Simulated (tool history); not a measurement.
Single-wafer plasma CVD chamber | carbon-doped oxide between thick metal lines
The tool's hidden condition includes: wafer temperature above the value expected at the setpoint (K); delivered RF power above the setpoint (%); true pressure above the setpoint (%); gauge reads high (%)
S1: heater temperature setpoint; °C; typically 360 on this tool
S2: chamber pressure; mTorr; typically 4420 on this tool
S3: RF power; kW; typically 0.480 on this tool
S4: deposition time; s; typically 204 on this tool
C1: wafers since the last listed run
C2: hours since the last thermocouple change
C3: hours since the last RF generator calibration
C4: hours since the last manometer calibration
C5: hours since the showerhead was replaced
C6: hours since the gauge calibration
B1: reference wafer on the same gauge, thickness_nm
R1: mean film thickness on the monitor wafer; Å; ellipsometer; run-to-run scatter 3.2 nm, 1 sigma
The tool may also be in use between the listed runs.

Run 1, day 0.000: usual settings but S1 354 °C; C1 0; C2 305.2; C3 1847.6; C4 997.7; C5 2900.9; C6 2475.4; B1 953.080. Result: R1 9400.99 Å.
Run 2, day 4.021: usual settings but S1 369 °C; C1 968; C2 401.7; C3 1944.1; C4 1094.2; C5 2997.4; C6 2571.9; B1 953.245. Result: R1 9078.21 Å.
At day 6.667: showerhead replaced.
Run 3, day 6.712: usual settings but S1 369 °C; C1 568; C2 466.3; C3 2008.7; C4 1158.8; C5 1.1; C6 2636.5; B1 952.637. Result: R1 9041.93 Å.
At day 8.767: capacitance manometer re-zeroed and calibrated.
Run 4, day 9.900: usual settings but S1 369 °C; C1 687; C2 542.8; C3 2085.2; C4 27.2; C5 77.6; C6 2713.0; B1 953.405. Result: R1 9059.55 Å.
Run 5, day 14.088: usual settings; C1 1008; C2 643.3; C3 2185.7; C4 127.7; C5 178.1; C6 2813.5; B1 953.300. Result: R1 9270.41 Å.
Run 6, day 16.383: usual settings but S1 372 °C, S2 3600 mTorr, S3 0.545 kW, S4 187 s; C1 552; C2 698.4; C3 2240.8; C4 182.8; C5 233.2; C6 2868.6; B1 952.593. Result: R1 8604.11 Å.
At day 17.783: RF generator calibrated.
Run 7, day 20.554: usual settings but S3 0.420 kW; C1 924; C2 798.5; C3 66.5; C4 282.9; C5 333.3; C6 2968.7; B1 952.765. Result: R1 8508.72 Å.
Run 8, day 22.529: usual settings but S1 350 °C, S2 3380 mTorr, S3 0.455 kW, S4 184 s; C1 475; C2 845.9; C3 113.9; C4 330.3; C5 380.7; C6 3016.1; B1 952.903. Result: R1 8073.50 Å.
Run 9, day 25.862: usual settings; C1 802; C2 925.9; C3 193.9; C4 410.3; C5 460.7; C6 3096.1; B1 952.932. Result: R1 9218.33 Å.
Run 10, day 27.788: usual settings but S2 5190 mTorr; C1 463; C2 972.1; C3 240.1; C4 456.5; C5 506.9; C6 3142.3; B1 952.793. Result: R1 9493.82 Å.
Run 11, day 30.229: usual settings; C1 588; C2 1030.7; C3 298.7; C4 515.1; C5 565.5; C6 3200.9; B1 953.003. Result: R1 9210.45 Å.
Run 12, day 33.654: usual settings but S1 373 °C, S4 190 s; C1 824; C2 1112.9; C3 380.9; C4 597.3; C5 647.7; C6 3283.1; B1 953.491. Result: R1 8364.14 Å.
Run 13, day 35.558: usual settings but S1 354 °C; C1 458; C2 1158.6; C3 426.6; C4 643.0; C5 693.4; C6 3328.8; B1 953.284. Result: R1 9440.15 Å.
Run 14, day 37.375: usual settings but S4 229 s; C1 437; C2 1202.2; C3 470.2; C4 686.6; C5 737.0; C6 3372.4; B1 953.302. Result: R1 10392.55 Å.
Run 15, day 41.350: usual settings but S2 4730 mTorr; C1 957; C2 1297.6; C3 565.6; C4 782.0; C5 832.4; C6 3467.8; B1 952.597. Result: R1 9335.15 Å.

Forecast run 16:
Run 16, day 45.358: usual settings; C1 965; C2 1393.8; C3 661.8; C4 878.2; C5 928.6; C6 3564.0; B1 ?. Result: R1 ?.

{"run 16": {"B1": 952.761, "R1": 9241.06}}
If the tool had no hidden condition, the same run with the same run-to-run variation would have returned R1 9241.06 Å.
